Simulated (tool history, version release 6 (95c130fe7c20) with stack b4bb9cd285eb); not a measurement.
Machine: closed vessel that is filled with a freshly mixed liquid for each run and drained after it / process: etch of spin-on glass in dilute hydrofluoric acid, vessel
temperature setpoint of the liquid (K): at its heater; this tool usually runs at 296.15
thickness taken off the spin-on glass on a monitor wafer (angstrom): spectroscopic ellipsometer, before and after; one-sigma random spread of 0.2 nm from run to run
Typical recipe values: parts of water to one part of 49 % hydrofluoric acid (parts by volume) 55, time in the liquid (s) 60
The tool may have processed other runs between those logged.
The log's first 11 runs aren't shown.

| run | hour | temperature setpoint of the liquid (K) | parts of water to one part of 49 % hydrofluoric acid (parts by volume) | time in the liquid (s) | wafers since the last listed run | hours since the thermometer was replaced | hours since the hydrofluoric acid flow meter was replaced | hours since the gauge calibration | read-back film thickness of the spin-on glass reference wafer, read on the same gauge (nm) | thickness taken off the spin-on glass on a monitor wafer (angstrom) |
|---|---|---|---|---|---|---|---|---|---|---|
| 12 | 802.7 | 301.15 | 70 | 80 | 4277 | 430.2 | 585.1 | 219.4 | 140.01 | 615 |
| 13 | 846.7 | 292.65 | 55 | 90 | 2931 | 474.2 | 629.1 | 263.4 | 140 | 630.5 |
| 14 | 929.8 | 296.15 | 55 | 40 | 5537 | 557.3 | 712.2 | 346.5 | 140 | 326.4 |
| 15 | 1017.5 | 294.65 | 30 | 60 | 5843 | 645 | 799.9 | 434.2 | 140 | 872.5 |
| 16 | 1096.6 | 296.15 | 40 | 50 | 5270 | 724.1 | 879 | 513.3 | 140 | 572 |
| 17 | 1172.8 | 296.15 | 55 | 60 | 5077 | 800.3 | 955.2 | 589.5 | 140 | 484.3 |
| 18 | 1239.3 | 296.15 | 55 | 85 | 4430 | 866.8 | 1021.7 | 656 | 140 | 693.2 |
| 19 | 1339.9 | 297.65 | 55 | 75 | 6703 | 967.4 | 1122.3 | 756.6 | 140 | 645.6 |
| 20 | 1398.5 | 293.15 | 45 | 35 | 3904 | 1026 | 1180.9 | 815.2 | 139.99 | 310.5 |
| 21 | 1467.7 | 293.65 | 55 | 40 | 4610 | 1095.2 | 1250.1 | 884.4 | 140 | 292.8 |

Estimate the outcome of run 22 from the log above:
|  | 1489.5 | thermometer replaced |
| 22 | 1521.3 | 299.65 | 55 | 80 | 3504 | 31.8 | 1303.7 | 938 | ? | ? |

Run 22 came out at read-back film thickness of the spin-on glass reference wafer, read on the same gauge (nm) 140, thickness taken off the spin-on glass on a monitor wafer (angstrom) 774.9.
With no hidden state in the tool, this same run would have given thickness taken off the spin-on glass on a monitor wafer (angstrom) 756.1.
